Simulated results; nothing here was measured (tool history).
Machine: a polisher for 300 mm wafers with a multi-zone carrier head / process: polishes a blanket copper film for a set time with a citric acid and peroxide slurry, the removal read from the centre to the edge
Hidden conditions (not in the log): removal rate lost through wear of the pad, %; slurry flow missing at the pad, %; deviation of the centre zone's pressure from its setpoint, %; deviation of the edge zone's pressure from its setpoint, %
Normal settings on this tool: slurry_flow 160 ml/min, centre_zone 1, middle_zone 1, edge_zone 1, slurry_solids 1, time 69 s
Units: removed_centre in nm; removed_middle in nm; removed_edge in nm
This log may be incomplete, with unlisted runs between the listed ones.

| run | hour | slurry_flow | centre_zone | middle_zone | edge_zone | slurry_solids | time | wafers since the last listed run | wafers polished on this pad | hours since the slurry nozzle was cleaned | hours since the centre zone pressure was calibrated | hours since the edge zone pressure was calibrated | hours since the carrier head's membrane was replaced | incoming thickness of the incoming film, nm | removed_centre | removed_middle | removed_edge |
|---|---|---|---|---|---|---|---|---|---|---|---|---|---|---|---|---|---|
| 1 | 0 | 160 | 1 | 1.09 | 1.07 | 0.9 | 54 | 0 | 2024 | 652 | 234.6 | 139.3 | 299.4 | 895.4 | 156.4 | 169.4 | 169.6 |
|  | 5.6 | slurry nozzle cleaned |
| 2 | 71.8 | 160 | 1 | 1 | 0.96 | 0.8 | 69 | 815 | 2840 | 66.2 | 306.4 | 211.1 | 371.2 | 904.5 | 205.6 | 207.3 | 210.2 |
| 3 | 156 | 160 | 1 | 0.97 | 1.07 | 1 | 69 | 970 | 3811 | 150.4 | 390.6 | 295.3 | 455.4 | 887.5 | 213.1 | 210.8 | 226.6 |
| 4 | 197 | 160 | 1 | 1.05 | 1 | 1 | 69 | 472 | 4283 | 191.4 | 431.6 | 336.3 | 496.4 | 893.8 | 211.7 | 219.2 | 221.6 |
| 5 | 294.4 | 160 | 1 | 1 | 1 | 1 | 69 | 1122 | 5406 | 288.8 | 529 | 433.7 | 593.8 | 875.1 | 212.9 | 210.5 | 219.4 |
| 6 | 368.2 | 160 | 1 | 1 | 1 | 1 | 69 | 850 | 6256 | 362.6 | 602.8 | 507.5 | 667.6 | 885 | 204.7 | 213.7 | 220.5 |
| 7 | 477.9 | 110 | 0.97 | 1 | 1 | 1 | 69 | 1264 | 7520 | 472.3 | 712.5 | 617.2 | 777.3 | 888.6 | 179.5 | 187.5 | 200.9 |
| 8 | 565.5 | 125 | 1 | 1 | 1.08 | 1 | 69 | 1009 | 8530 | 559.9 | 800.1 | 704.8 | 864.9 | 889.6 | 191.9 | 193.4 | 214.7 |
|  | 584.3 | worn pad replaced by a new one |
| 9 | 629.8 | 160 | 1 | 1 | 1 | 1 | 69 | 694 | 523 | 624.2 | 864.4 | 769.1 | 929.2 | 893.3 | 205.2 | 208.6 | 216 |
| 10 | 724.9 | 160 | 1 | 1 | 1 | 1.25 | 69 | 1096 | 1620 | 719.3 | 959.5 | 864.2 | 1024.3 | 902.8 | 212.8 | 217 | 227.5 |
|  | 764.6 | slurry nozzle cleaned |
|  | 846.7 | centre zone pressure recalibrated |
| 11 | 937.1 | 160 | 1 | 1 | 1 | 1 | 69 | 2411 | 4031 | 172.5 | 90.4 | 1076.4 | 1236.5 | 887.1 | 216.5 | 213.5 | 220.8 |
| 12 | 982.5 | 160 | 0.94 | 1.12 | 1 | 0.9 | 69 | 523 | 4554 | 217.9 | 135.8 | 1121.8 | 1281.9 | 878.4 | 194.5 | 230.2 | 219.1 |
| 13 | 1022.9 | 160 | 1 | 1 | 1 | 1 | 69 | 465 | 5019 | 258.3 | 176.2 | 1162.2 | 1322.3 | 886.9 | 213.8 | 214.2 | 221.4 |
|  | 1053.5 | carrier head's membrane replaced by a new one |
| 14 | 1060.9 | 140 | 1 | 1 | 1 | 1.15 | 69 | 380 | 5400 | 296.3 | 214.2 | 1200.2 | 7.4 | 887.2 | 211.7 | 210 | 223.1 |
|  | 1117.3 | edge zone pressure recalibrated |
| 15 | 1123 | 160 | 0.89 | 0.91 | 0.91 | 1 | 69 | 692 | 6092 | 358.4 | 276.3 | 5.7 | 69.5 | 887.2 | 185.3 | 196 | 212.2 |
| 16 | 1205 | 160 | 0.96 | 1 | 1 | 1 | 58 | 945 | 7038 | 440.4 | 358.3 | 87.7 | 151.5 | 892.6 | 168.3 | 176.6 | 181.8 |
| 17 | 1290.8 | 160 | 1 | 1 | 1 | 1 | 69 | 988 | 8026 | 526.2 | 444.1 | 173.5 | 237.3 | 889.8 | 209.6 | 209.7 | 219.9 |
|  | 1310 | worn pad replaced by a new one |
| 18 | 1371.7 | 160 | 1.1 | 1.07 | 1 | 1 | 69 | 886 | 711 | 607.1 | 525 | 254.4 | 318.2 | 902 | 223.6 | 216.2 | 215.3 |
| 19 | 1472.2 | 135 | 1 | 1 | 1 | 1 | 69 | 1158 | 1869 | 707.6 | 625.5 | 354.9 | 418.7 | 878.2 | 192.9 | 195.5 | 211.9 |
|  | 1501.2 | slurry nozzle cleaned |
| 20 | 1562.4 | 160 | 0.92 | 1 | 1.06 | 1 | 69 | 1028 | 2897 | 61.2 | 715.7 | 445.1 | 508.9 | 896.5 | 196.9 | 215.5 | 231.8 |
| 21 | 1611.7 | 200 | 1 | 1 | 0.89 | 1 | 83 | 568 | 3465 | 110.5 | 765 | 494.4 | 558.2 | 909.1 | 271.6 | 266.5 | 266.6 |

List, for all runs, the conditions of the tool that the log does not record:
removal rate lost through wear of the pad, %: 0 across all the runs
deviation of the centre zone's pressure from its setpoint, %: 0 across all the runs
deviation of the edge zone's pressure from its setpoint, %: 0 across all the runs
H1: slurry flow missing at the pad, %
| run | H1 |
|---|---|
| 1 | 20 |
| 2 | 3.59 |
| 3 | 5.94 |
| 4 | 7.09 |
| 5 | 9.8 |
| 6 | 11.9 |
| 7 | 14.9 |
| 8 | 17.4 |
| 9 | 19.2 |
| 10 | 21.8 |
| 11 | 5.66 |
| 12 | 6.93 |
| 13 | 8.06 |
| 14 | 9.12 |
| 15 | 10.8 |
| 16 | 13.1 |
| 17 | 15.5 |
| 18 | 17.8 |
| 19 | 20.6 |
| 20 | 3.06 |
| 21 | 4.44 |
